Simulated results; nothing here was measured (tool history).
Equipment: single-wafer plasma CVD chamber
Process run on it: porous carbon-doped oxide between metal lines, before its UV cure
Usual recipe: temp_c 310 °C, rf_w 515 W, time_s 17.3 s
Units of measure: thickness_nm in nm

run	day	temp_c	rf_w	time_s	read-back reference wafer on the same gauge, thickness_nm	thickness_nm
1	0	298	515	17.3	99.547	93.949
# day 0.408: RF generator calibrated
2	4.275	310	515	17.3	99.682	86.851
3	6.212	310	515	17.3	99.671	87.378
4	8.204	310	515	17.3	99.532	87.53
5	11.446	310	515	17.3	99.561	86.487
6	14.229	310	515	17.3	99.547	87.067
7	17.258	316	515	17.3	99.626	84.079
8	21.608	310	515	17.3	99.672	86.905
9	24.162	310	515	17.3	99.519	86.668
10	26.608	310	515	17.3	99.597	86.762
# day 30.512: RF generator calibrated
11	39.279	310	515	17.3	99.733	86.461
12	41.071	310	515	17.3	99.549	85.961
# day 45.129: showerhead replaced
13	48.154	310	515	17.3	99.591	85.905
14	50.583	310	515	17.3	99.511	85.834
15	55.062	310	515	17.3	99.755	85
16	57.038	310	515	14.7	99.634	73.044
17	59.988	310	515	14.7	99.684	72.705
# day 61.079: RF generator calibrated
18	63.238	304	585	17.3	99.655	94.535
# day 64.521: thermocouple changed; heater temperature recalibrated
19	68.342	301	490	20.3	99.8	99.995
20	72.542	316	590	17.3	99.598	88.07
21	76.867	296	515	17.3	99.625	91.178
22	80.367	299	420	15.5	99.613	70.043
# day 82.625: gauge calibrated
23	89.921	310	480	17.3	99.482	79.953
# day 92.092: thermocouple changed; heater temperature recalibrated, repeated, since the last time left the tool worse
24	93.029	297	465	17.3	99.495	88.775
# day 95.979: RF generator calibrated
25	96.325	310	515	17.3	99.568	86.815
26	100.754	310	515	16.3	99.59	82.182
27	104.171	310	515	17.3	99.549	86.918
28	105.729	319	585	17.3	99.603	89.274
29	109.567	324	515	18.4	99.642	85.418
30	111.604	316	480	15.5	99.534	72.666
31	114.971	303	515	19.7	99.69	103.472
32	117.833	310	515	17.3	99.687	87.195
33	119.833	299	515	15.9	99.435	86.46
34	121.508	310	515	17.3	99.558	87.018

Forecast each of these 4 alternatives for the next run:
A	121.525	310	515	15.7	?	?
B	121.525	299	515	20.1	?	?
C	121.525	295	590	19.8	?	?
D	121.525	314	575	17.3	?	?

run	read-back reference wafer on the same gauge, thickness_nm	thickness_nm
A	99.625	79.399
B	99.625	107.892
C	99.625	118.765
D	99.625	91.207
What these runs would have given with no unlogged condition in the tool:
run	thickness_nm
A	79.701
B	108.341
C	119.268
D	91.548
